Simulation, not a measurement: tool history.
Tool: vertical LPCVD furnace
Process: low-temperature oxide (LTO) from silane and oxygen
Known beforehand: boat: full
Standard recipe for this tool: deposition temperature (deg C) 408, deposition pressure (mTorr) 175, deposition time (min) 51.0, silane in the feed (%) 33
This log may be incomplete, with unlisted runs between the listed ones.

| run | hour | deposition temperature (deg C) | deposition pressure (mTorr) | deposition time (min) | silane in the feed (%) | read-back reference wafer on the same gauge, thickness | film thickness on the monitor wafer in the middle of the boat (nm) |
|---|---|---|---|---|---|---|---|
| 1 | 0.0 | 408 | 175 | 51.0 | 33 | 325.22 | 317.14 |
| 2 | 33.4 | 408 | 175 | 51.0 | 33 | 325.61 | 317.33 |
| 3 | 59.1 | 408 | 175 | 51.0 | 33 | 325.79 | 318.50 |
| 4 | 91.1 | 408 | 175 | 51.0 | 33 | 326.09 | 320.38 |
| 5 | 124.1 | 408 | 175 | 51.0 | 33 | 326.60 | 319.44 |
| 6 | 193.0 | 408 | 175 | 51.0 | 33 | 326.91 | 319.10 |
| 7 | 234.1 | 408 | 175 | 51.0 | 33 | 327.44 | 316.95 |
| 8 | 266.3 | 408 | 175 | 51.0 | 33 | 328.00 | 319.51 |
| 9 | 291.3 | 404 | 175 | 51.0 | 33 | 328.18 | 307.70 |
| 10 | 349.2 | 404 | 175 | 51.0 | 33 | 329.21 | 307.26 |
| 11 | 533.0 | 404 | 175 | 51.0 | 33 | 330.87 | 308.84 |
|  | 580.5 | thermocouples replaced and temperature profile calibrated |
| 12 | 581.0 | 408 | 175 | 51.0 | 33 | 331.32 | 321.86 |
| 13 | 642.7 | 408 | 175 | 51.0 | 33 | 331.90 | 326.32 |
| 14 | 674.3 | 397 | 190 | 51.0 | 33 | 332.01 | 307.70 |
| 15 | 717.0 | 408 | 175 | 51.0 | 35 | 332.99 | 351.38 |
|  | 788.4 | pressure gauge zeroed |
| 16 | 788.9 | 408 | 145 | 51.0 | 33 | 333.57 | 270.62 |
|  | 844.7 | gauge calibrated |
| 17 | 846.3 | 408 | 175 | 51.0 | 33 | 321.70 | 317.31 |
| 18 | 912.1 | 408 | 175 | 40.0 | 33 | 322.45 | 247.74 |
|  | 1004.3 | silane flow controller replaced |
| 19 | 1004.8 | 412 | 175 | 51.0 | 33 | 323.45 | 331.04 |
| 20 | 1049.8 | 408 | 175 | 59.5 | 33 | 323.90 | 368.83 |
| 21 | 1207.4 | 408 | 175 | 34.0 | 37 | 325.54 | 247.31 |
| 22 | 1239.8 | 408 | 175 | 51.0 | 31 | 326.07 | 294.26 |
| 23 | 1269.6 | 408 | 175 | 39.0 | 36 | 326.48 | 273.91 |
| 24 | 1300.7 | 400 | 175 | 45.0 | 31 | 326.77 | 235.27 |
| 25 | 1349.5 | 397 | 150 | 33.5 | 33 | 327.55 | 158.74 |
| 26 | 1376.1 | 419 | 175 | 51.0 | 28 | 327.29 | 286.61 |
| 27 | 1435.7 | 408 | 175 | 51.0 | 33 | 328.17 | 320.50 |

3 ways to go on from here, each from the tool as it stands after run 27. What would each give?
| A | 1439.5 | 408 | 175 | 51.0 | 33 | ? | ? |
| B | 1439.5 | 408 | 205 | 51.0 | 33 | ? | ? |
| C | 1439.5 | 419 | 175 | 51.0 | 37 | ? | ? |

| run | read-back reference wafer on the same gauge, thickness | film thickness on the monitor wafer in the middle of the boat (nm) |
|---|---|---|
| A | 327.85 | 322.36 |
| B | 327.85 | 377.62 |
| C | 327.85 | 421.40 |
Had the tool no hidden state, the same runs would have come out as:
| run | film thickness on the monitor wafer in the middle of the boat (nm) |
|---|---|
| A | 316.35 |
| B | 370.58 |
| C | 413.55 |
